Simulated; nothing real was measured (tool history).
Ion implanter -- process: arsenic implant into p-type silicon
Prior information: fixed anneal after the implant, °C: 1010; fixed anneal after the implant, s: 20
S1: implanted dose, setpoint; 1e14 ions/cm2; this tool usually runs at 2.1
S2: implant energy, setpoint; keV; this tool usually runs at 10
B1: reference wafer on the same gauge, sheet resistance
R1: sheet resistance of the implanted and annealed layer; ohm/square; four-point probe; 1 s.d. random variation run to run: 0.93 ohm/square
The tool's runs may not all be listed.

{"run": 1, "hour": 0.0, "S1": 2.1, "S2": 12.5, "B1": 333.04, "R1": 400.75}
{"run": 2, "hour": 48.4, "S1": 2.1, "S2": 12.5, "B1": 332.99, "R1": 400.35}
{"run": 3, "hour": 102.4, "S1": 2.1, "S2": 10, "B1": 333.06, "R1": 411.8}
{"run": 4, "hour": 145.8, "S1": 2.1, "S2": 10, "B1": 333.12, "R1": 410.3}
{"run": 5, "hour": 202.5, "S1": 2.1, "S2": 10, "B1": 332.99, "R1": 410.58}
{"run": 6, "hour": 247.5, "S1": 2.1, "S2": 12, "B1": 333.05, "R1": 402.09}
{"run": 7, "hour": 302.8, "S1": 2.1, "S2": 12, "B1": 333.13, "R1": 402.71}
{"run": 8, "hour": 371.5, "S1": 2.1, "S2": 12, "B1": 332.9, "R1": 401.45}
{"run": 9, "hour": 419.9, "S1": 2.1, "S2": 10, "B1": 333.06, "R1": 408.99}
{"run": 10, "hour": 491.7, "S1": 2.1, "S2": 10, "B1": 333.02, "R1": 409.6}
{"run": 11, "hour": 560.1, "S1": 2.1, "S2": 10, "B1": 332.94, "R1": 409.26}
{"run": 12, "hour": 586.3, "S1": 2.1, "S2": 10, "B1": 332.92, "R1": 408.26}
{"run": 13, "hour": 648.2, "S1": 2.1, "S2": 10, "B1": 333.03, "R1": 408.42}
{"run": 14, "hour": 712.2, "S1": 2.1, "S2": 10, "B1": 332.99, "R1": 407}
{"run": 15, "hour": 775.3, "S1": 2.1, "S2": 10, "B1": 332.85, "R1": 407.61}
{"run": 16, "hour": 836.6, "S1": 1.6, "S2": 10, "B1": 332.94, "R1": 504.05}
{"run": 17, "hour": 893.7, "S1": 1.6, "S2": 10, "B1": 333.04, "R1": 502.28}
{"hour": 979.0, "done": "extraction supply calibrated"}
{"run": 18, "hour": 1094.2, "S1": 2.39, "S2": 10, "B1": 333.11, "R1": 369.29}
{"hour": 1183.4, "done": "gauge calibrated"}
{"run": 19, "hour": 1277.5, "S1": 1.54, "S2": 10, "B1": 332.84, "R1": 517.37}
{"run": 20, "hour": 1319.5, "S1": 2.1, "S2": 10, "B1": 333.06, "R1": 406.55}
{"run": 21, "hour": 1362.3, "S1": 2.1, "S2": 10, "B1": 333.09, "R1": 406.04}
{"run": 22, "hour": 1389.3, "S1": 2.47, "S2": 8, "B1": 332.97, "R1": 366.73}
{"run": 23, "hour": 1420.0, "S1": 2.1, "S2": 10, "B1": 332.92, "R1": 407.05}
{"run": 24, "hour": 1491.8, "S1": 2.1, "S2": 10, "B1": 333.02, "R1": 406.3}
{"run": 25, "hour": 1557.2, "S1": 2.53, "S2": 6.5, "B1": 332.92, "R1": 364.88}
{"run": 26, "hour": 1623.6, "S1": 1.74, "S2": 10, "B1": 333.03, "R1": 466.84}
{"run": 27, "hour": 1686.4, "S1": 1.71, "S2": 13, "B1": 333.05, "R1": 461.23}
{"hour": 1719.6, "done": "Faraday cup replaced and dose calibrated"}
{"run": 28, "hour": 1734.6, "S1": 2.1, "S2": 10, "B1": 333.04, "R1": 416.35}
{"run": 29, "hour": 1766.7, "S1": 2.1, "S2": 7, "B1": 332.93, "R1": 429.67}
{"run": 30, "hour": 1976.0, "S1": 2.72, "S2": 10, "B1": 333, "R1": 340.71}
{"run": 31, "hour": 2023.3, "S1": 1.88, "S2": 7, "B1": 333.18, "R1": 467.05}
{"run": 32, "hour": 2048.8, "S1": 2.1, "S2": 10, "B1": 333.08, "R1": 415.11}
{"run": 33, "hour": 2093.4, "S1": 1.77, "S2": 6.5, "B1": 333.01, "R1": 492.43}
{"run": 34, "hour": 2130.2, "S1": 1.78, "S2": 7, "B1": 332.95, "R1": 486.31}
{"run": 35, "hour": 2155.8, "S1": 2.1, "S2": 7.5, "B1": 333.02, "R1": 425.67}
{"run": 36, "hour": 2199.9, "S1": 2.36, "S2": 9, "B1": 333.05, "R1": 381.59}

What does the tool deliver on the next run?
{"run": 37, "hour": 2270.3, "S1": 2.52, "S2": 9, "B1": "?", "R1": "?"}

{"run 37": {"B1": 333.05, "R1": 364.11}}
Were there no unlogged condition in the tool, this run, its random variation unchanged, would have produced R1 365.22 ohm/square.
